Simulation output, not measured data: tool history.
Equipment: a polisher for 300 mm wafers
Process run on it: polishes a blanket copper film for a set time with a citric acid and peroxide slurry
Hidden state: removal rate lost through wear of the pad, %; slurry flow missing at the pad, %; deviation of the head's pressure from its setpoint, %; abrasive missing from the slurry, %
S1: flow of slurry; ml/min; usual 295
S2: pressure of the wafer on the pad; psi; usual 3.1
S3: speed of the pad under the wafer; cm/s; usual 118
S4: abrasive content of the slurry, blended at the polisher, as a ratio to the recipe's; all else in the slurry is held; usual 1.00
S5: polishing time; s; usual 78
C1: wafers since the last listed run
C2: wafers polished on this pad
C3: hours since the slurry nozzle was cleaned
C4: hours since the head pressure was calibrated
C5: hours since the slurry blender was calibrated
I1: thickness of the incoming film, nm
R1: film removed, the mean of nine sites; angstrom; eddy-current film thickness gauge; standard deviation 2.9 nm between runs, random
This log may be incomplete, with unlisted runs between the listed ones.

{"run": 1, "day": 0.0, "S1": 295, "S2": 3.1, "S3": 118, "S4": 1.0, "S5": 92, "C1": 0, "C2": 1645, "C3": 328.1, "C4": 414.7, "C5": 311.2, "I1": 1216.2, "R1": 2401}
{"run": 2, "day": 3.862, "S1": 295, "S2": 3.1, "S3": 118, "S4": 1.0, "S5": 92, "C1": 659, "C2": 2304, "C3": 420.8, "C4": 507.4, "C5": 403.9, "I1": 1195.8, "R1": 2344}
{"run": 3, "day": 6.096, "S1": 295, "S2": 3.1, "S3": 118, "S4": 1.0, "S5": 78, "C1": 381, "C2": 2685, "C3": 474.4, "C4": 561.0, "C5": 457.5, "I1": 1234.1, "R1": 1941}
{"day": 7.196, "done": "head pressure recalibrated"}
{"day": 7.404, "done": "slurry nozzle cleaned"}
{"day": 9.533, "done": "worn pad replaced by a new one"}
{"run": 4, "day": 9.554, "S1": 295, "S2": 3.1, "S3": 118, "S4": 1.0, "S5": 78, "C1": 540, "C2": 3, "C3": 51.6, "C4": 56.6, "C5": 540.5, "I1": 1219.7, "R1": 2091}
{"day": 10.2, "done": "slurry blender recalibrated"}
{"run": 5, "day": 12.271, "S1": 295, "S2": 3.1, "S3": 118, "S4": 1.0, "S5": 78, "C1": 449, "C2": 453, "C3": 116.8, "C4": 121.8, "C5": 49.7, "I1": 1230.1, "R1": 2061}
{"run": 6, "day": 15.65, "S1": 295, "S2": 3.1, "S3": 118, "S4": 1.0, "S5": 78, "C1": 576, "C2": 1029, "C3": 197.9, "C4": 202.9, "C5": 130.8, "I1": 1214.2, "R1": 2012}
{"run": 7, "day": 20.996, "S1": 295, "S2": 3.1, "S3": 118, "S4": 1.0, "S5": 58, "C1": 912, "C2": 1941, "C3": 326.2, "C4": 331.2, "C5": 259.1, "I1": 1202.5, "R1": 1456}
{"day": 30.571, "done": "slurry nozzle cleaned"}
{"day": 32.329, "done": "worn pad replaced by a new one"}
{"run": 8, "day": 32.912, "S1": 295, "S2": 3.1, "S3": 118, "S4": 1.0, "S5": 58, "C1": 1997, "C2": 99, "C3": 56.2, "C4": 617.2, "C5": 545.1, "I1": 1223.1, "R1": 1580}
{"day": 33.15, "done": "head pressure recalibrated"}
{"day": 34.329, "done": "slurry blender recalibrated"}
{"run": 9, "day": 36.321, "S1": 295, "S2": 3.1, "S3": 118, "S4": 1.0, "S5": 58, "C1": 553, "C2": 652, "C3": 138.0, "C4": 76.1, "C5": 47.8, "I1": 1213.7, "R1": 1495}
{"run": 10, "day": 38.292, "S1": 295, "S2": 3.1, "S3": 118, "S4": 1.0, "S5": 78, "C1": 336, "C2": 989, "C3": 185.3, "C4": 123.4, "C5": 95.1, "I1": 1195.8, "R1": 2007}
{"run": 11, "day": 40.754, "S1": 295, "S2": 3.1, "S3": 118, "S4": 1.0, "S5": 78, "C1": 420, "C2": 1409, "C3": 244.4, "C4": 182.5, "C5": 154.2, "I1": 1207.6, "R1": 1992}
{"run": 12, "day": 45.192, "S1": 295, "S2": 3.1, "S3": 118, "S4": 1.0, "S5": 78, "C1": 757, "C2": 2166, "C3": 350.9, "C4": 289.0, "C5": 260.7, "I1": 1227.1, "R1": 1901}
{"run": 13, "day": 48.1, "S1": 295, "S2": 2.6, "S3": 118, "S4": 1.0, "S5": 78, "C1": 496, "C2": 2662, "C3": 420.7, "C4": 358.8, "C5": 330.5, "I1": 1191.6, "R1": 1693}
{"day": 50.517, "done": "slurry nozzle cleaned"}
{"run": 14, "day": 52.333, "S1": 295, "S2": 3.1, "S3": 118, "S4": 1.0, "S5": 78, "C1": 715, "C2": 3377, "C3": 43.6, "C4": 460.4, "C5": 432.1, "I1": 1214.8, "R1": 1858}
{"day": 54.825, "done": "slurry blender recalibrated"}
{"run": 15, "day": 54.846, "S1": 295, "S2": 2.1, "S3": 118, "S4": 1.0, "S5": 70, "C1": 414, "C2": 3792, "C3": 103.9, "C4": 520.7, "C5": 0.5, "I1": 1215.8, "R1": 1268}
{"day": 55.017, "done": "head pressure recalibrated"}
{"day": 56.296, "done": "worn pad replaced by a new one"}
{"run": 16, "day": 66.2, "S1": 295, "S2": 3.1, "S3": 132, "S4": 1.0, "S5": 78, "C1": 1894, "C2": 1689, "C3": 376.4, "C4": 268.4, "C5": 273.0, "I1": 1207.8, "R1": 2196}
{"run": 17, "day": 69.212, "S1": 295, "S2": 3.1, "S3": 118, "S4": 1.0, "S5": 78, "C1": 514, "C2": 2203, "C3": 448.7, "C4": 340.7, "C5": 345.3, "I1": 1205.9, "R1": 1941}
{"run": 18, "day": 71.479, "S1": 295, "S2": 3.1, "S3": 118, "S4": 1.0, "S5": 78, "C1": 386, "C2": 2590, "C3": 503.1, "C4": 395.1, "C5": 399.7, "I1": 1213.0, "R1": 1938}
{"day": 72.471, "done": "slurry nozzle cleaned"}
{"run": 19, "day": 74.025, "S1": 295, "S2": 3.1, "S3": 142, "S4": 1.15, "S5": 78, "C1": 427, "C2": 3017, "C3": 37.3, "C4": 456.2, "C5": 460.8, "I1": 1214.8, "R1": 2353}
{"day": 77.325, "done": "slurry blender recalibrated"}
{"run": 20, "day": 78.521, "S1": 295, "S2": 3.1, "S3": 148, "S4": 1.0, "S5": 63, "C1": 752, "C2": 3770, "C3": 145.2, "C4": 564.1, "C5": 28.7, "I1": 1222.9, "R1": 1853}
{"day": 79.675, "done": "worn pad replaced by a new one"}
{"run": 21, "day": 80.796, "S1": 340, "S2": 3.1, "S3": 78, "S4": 1.0, "S5": 78, "C1": 359, "C2": 191, "C3": 199.8, "C4": 618.7, "C5": 83.3, "I1": 1207.5, "R1": 1453}
{"day": 81.008, "done": "head pressure recalibrated"}
{"run": 22, "day": 82.296, "S1": 210, "S2": 3.1, "S3": 106, "S4": 1.0, "S5": 78, "C1": 241, "C2": 432, "C3": 235.8, "C4": 30.9, "C5": 119.3, "I1": 1218.8, "R1": 1768}
{"run": 23, "day": 86.642, "S1": 295, "S2": 3.1, "S3": 118, "S4": 0.75, "S5": 78, "C1": 741, "C2": 1174, "C3": 340.1, "C4": 135.2, "C5": 223.6, "I1": 1207.3, "R1": 1975}
{"run": 24, "day": 90.333, "S1": 295, "S2": 3.1, "S3": 118, "S4": 1.0, "S5": 78, "C1": 629, "C2": 1804, "C3": 428.7, "C4": 223.8, "C5": 312.2, "I1": 1200.1, "R1": 1978}
{"day": 92.508, "done": "slurry nozzle cleaned"}
{"run": 25, "day": 93.15, "S1": 200, "S2": 3.1, "S3": 118, "S4": 0.85, "S5": 78, "C1": 473, "C2": 2277, "C3": 15.4, "C4": 291.4, "C5": 379.8, "I1": 1210.1, "R1": 1835}
{"run": 26, "day": 95.938, "S1": 295, "S2": 3.1, "S3": 118, "S4": 1.0, "S5": 78, "C1": 475, "C2": 2753, "C3": 82.3, "C4": 358.3, "C5": 446.7, "I1": 1213.0, "R1": 1890}
{"day": 96.262, "done": "slurry blender recalibrated"}
{"run": 27, "day": 100.046, "S1": 295, "S2": 3.9, "S3": 100, "S4": 0.8, "S5": 57, "C1": 686, "C2": 3440, "C3": 180.9, "C4": 456.9, "C5": 90.8, "I1": 1210.3, "R1": 1322}
{"run": 28, "day": 101.692, "S1": 295, "S2": 3.1, "S3": 158, "S4": 1.0, "S5": 95, "C1": 280, "C2": 3721, "C3": 220.4, "C4": 496.4, "C5": 130.3, "I1": 1201.9, "R1": 3006}
{"day": 102.446, "done": "worn pad replaced by a new one"}
{"run": 29, "day": 104.383, "S1": 295, "S2": 3.1, "S3": 118, "S4": 1.0, "S5": 78, "C1": 430, "C2": 330, "C3": 285.0, "C4": 561.0, "C5": 194.9, "I1": 1222.5, "R1": 2100}

What if the next run were any one of these 4? Each begins from the tool's condition after run 29:
{"run": "A", "day": 104.404, "S1": 295, "S2": 3.1, "S3": 118, "S4": 1.0, "S5": 78, "C1": 3, "C2": 334, "C3": 285.5, "C4": 561.5, "C5": 195.4, "I1": 1234.3, "R1": "?"}
{"run": "B", "day": 104.404, "S1": 295, "S2": 3.1, "S3": 92, "S4": 1.0, "S5": 78, "C1": 3, "C2": 334, "C3": 285.5, "C4": 561.5, "C5": 195.4, "I1": 1234.3, "R1": "?"}
{"run": "C", "day": 104.404, "S1": 260, "S2": 2.8, "S3": 92, "S4": 1.0, "S5": 78, "C1": 3, "C2": 334, "C3": 285.5, "C4": 561.5, "C5": 195.4, "I1": 1234.3, "R1": "?"}
{"run": "D", "day": 104.404, "S1": 215, "S2": 3.1, "S3": 118, "S4": 1.0, "S5": 67, "C1": 3, "C2": 334, "C3": 285.5, "C4": 561.5, "C5": 195.4, "I1": 1234.3, "R1": "?"}

run=A R1=2086
run=B R1=1635
run=C R1=1507
run=D R1=1724
Without the tool's hidden state the same runs would have given:
run=A R1=2128
run=B R1=1669
run=C R1=1538
run=D R1=1759
